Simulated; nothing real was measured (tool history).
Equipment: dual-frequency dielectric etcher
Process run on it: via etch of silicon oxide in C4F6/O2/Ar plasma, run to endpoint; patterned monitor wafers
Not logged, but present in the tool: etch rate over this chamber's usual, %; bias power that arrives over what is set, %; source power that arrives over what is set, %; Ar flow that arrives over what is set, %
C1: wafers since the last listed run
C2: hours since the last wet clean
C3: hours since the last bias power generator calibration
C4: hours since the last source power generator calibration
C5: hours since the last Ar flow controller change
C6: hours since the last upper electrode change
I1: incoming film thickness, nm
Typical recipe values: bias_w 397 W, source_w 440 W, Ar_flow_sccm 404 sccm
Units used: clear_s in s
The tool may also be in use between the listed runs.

Run 1, hour 0: usual settings but Ar_flow_sccm 329 sccm; C1 0; C2 287.1; C3 3578.7; C4 2373.7; C5 2549.4; C6 1269.5; I1 172.2. Result: clear_s 43.7 s.
Run 2, hour 96.2: usual settings but source_w 470 W; C1 880; C2 383.3; C3 3674.9; C4 2469.9; C5 2645.6; C6 1365.7; I1 171.1. Result: clear_s 43.1 s.
At hour 220.7: wet clean of the chamber.
Run 3, hour 221.2: usual settings; C1 924; C2 0.5; C3 3799.9; C4 2594.9; C5 2770.6; C6 1490.7; I1 170.5. Result: clear_s 43.8 s.
Run 4, hour 260.8: usual settings; C1 362; C2 40.1; C3 3839.5; C4 2634.5; C5 2810.2; C6 1530.3; I1 172.7. Result: clear_s 44.5 s.
Run 5, hour 327.2: usual settings; C1 607; C2 106.5; C3 3905.9; C4 2700.9; C5 2876.6; C6 1596.7; I1 173.1. Result: clear_s 44.5 s.
Run 6, hour 426.1: usual settings; C1 904; C2 205.4; C3 4004.8; C4 2799.8; C5 2975.5; C6 1695.6; I1 171. Result: clear_s 44.3 s.
Run 7, hour 502.1: usual settings; C1 695; C2 281.4; C3 4080.8; C4 2875.8; C5 3051.5; C6 1771.6; I1 172.6. Result: clear_s 44.8 s.
Run 8, hour 591.8: usual settings; C1 820; C2 371.1; C3 4170.5; C4 2965.5; C5 3141.2; C6 1861.3; I1 174.2. Result: clear_s 45.2 s.
At hour 617.3: wet clean of the chamber.
Run 9, hour 663.5: usual settings; C1 436; C2 46.2; C3 4242.2; C4 3037.2; C5 3212.9; C6 1933; I1 172.2. Result: clear_s 44 s.
Run 10, hour 766.9: usual settings but source_w 370 W, Ar_flow_sccm 382 sccm; C1 946; C2 149.6; C3 4345.6; C4 3140.6; C5 3316.3; C6 2036.4; I1 171.6. Result: clear_s 46.6 s.
Run 11, hour 843.1: usual settings but source_w 370 W, Ar_flow_sccm 382 sccm; C1 697; C2 225.8; C3 4421.8; C4 3216.8; C5 3392.5; C6 2112.6; I1 172.7. Result: clear_s 46.9 s.
Run 12, hour 930.7: usual settings but source_w 370 W, Ar_flow_sccm 382 sccm; C1 801; C2 313.4; C3 4509.4; C4 3304.4; C5 3480.1; C6 2200.2; I1 169.1. Result: clear_s 46.4 s.
At hour 971.1: Ar flow controller replaced.
Run 13, hour 977.3: usual settings but source_w 490 W; C1 371; C2 360; C3 4556; C4 3351; C5 6.2; C6 2246.8; I1 173.6. Result: clear_s 43.2 s.
At hour 1056.3: wet clean of the chamber.
Run 14, hour 1077.1: usual settings but bias_w 303 W, source_w 550 W; C1 693; C2 20.8; C3 4655.8; C4 3450.8; C5 106; C6 2346.6; I1 170.6. Result: clear_s 41.9 s.
At hour 1119.6: upper electrode replaced.
Run 15, hour 1120.1: usual settings but bias_w 443 W, source_w 370 W; C1 173; C2 63.8; C3 4698.8; C4 3493.8; C5 149; C6 0.5; I1 171. Result: clear_s 45.4 s.
Run 16, hour 1192: usual settings but bias_w 325 W, Ar_flow_sccm 456 sccm; C1 657; C2 135.7; C3 4770.7; C4 3565.7; C5 220.9; C6 72.4; I1 172.4. Result: clear_s 46.2 s.
At hour 1245.1: source power generator calibrated.
Run 17, hour 1276.4: usual settings but bias_w 335 W, Ar_flow_sccm 457 sccm; C1 735; C2 220.1; C3 4855.1; C4 31.3; C5 305.3; C6 156.8; I1 172.3. Result: clear_s 47.1 s.
Run 18, hour 1337.6: usual settings but bias_w 325 W, Ar_flow_sccm 456 sccm; C1 559; C2 281.3; C3 4916.3; C4 92.5; C5 366.5; C6 218; I1 172.5. Result: clear_s 47.5 s.
At hour 1382.6: bias power generator calibrated.
Run 19, hour 1407.2: usual settings but bias_w 493 W, source_w 350 W, Ar_flow_sccm 362 sccm; C1 600; C2 350.9; C3 24.6; C4 162.1; C5 436.1; C6 287.6; I1 170.3. Result: clear_s 46.1 s.
At hour 1562.7: wet clean of the chamber.
Run 20, hour 1581.5: usual settings; C1 1375; C2 18.8; C3 198.9; C4 336.4; C5 610.4; C6 461.9; I1 170. Result: clear_s 44 s.
Run 21, hour 1625.5: usual settings but bias_w 440 W, source_w 510 W; C1 402; C2 62.8; C3 242.9; C4 380.4; C5 654.4; C6 505.9; I1 173.4. Result: clear_s 41.8 s.

Run 22, settings as shown, results not yet in. Your forecast:
Run 22, hour 1666.7: usual settings; C1 376; C2 104; C3 284.1; C4 421.6; C5 695.6; C6 547.1; I1 171. Result: clear_s ?.

Run 22 gave clear_s 44.5 s.
If the tool had no hidden condition, the same run with the same run-to-run variation would have returned clear_s 44.4 s.

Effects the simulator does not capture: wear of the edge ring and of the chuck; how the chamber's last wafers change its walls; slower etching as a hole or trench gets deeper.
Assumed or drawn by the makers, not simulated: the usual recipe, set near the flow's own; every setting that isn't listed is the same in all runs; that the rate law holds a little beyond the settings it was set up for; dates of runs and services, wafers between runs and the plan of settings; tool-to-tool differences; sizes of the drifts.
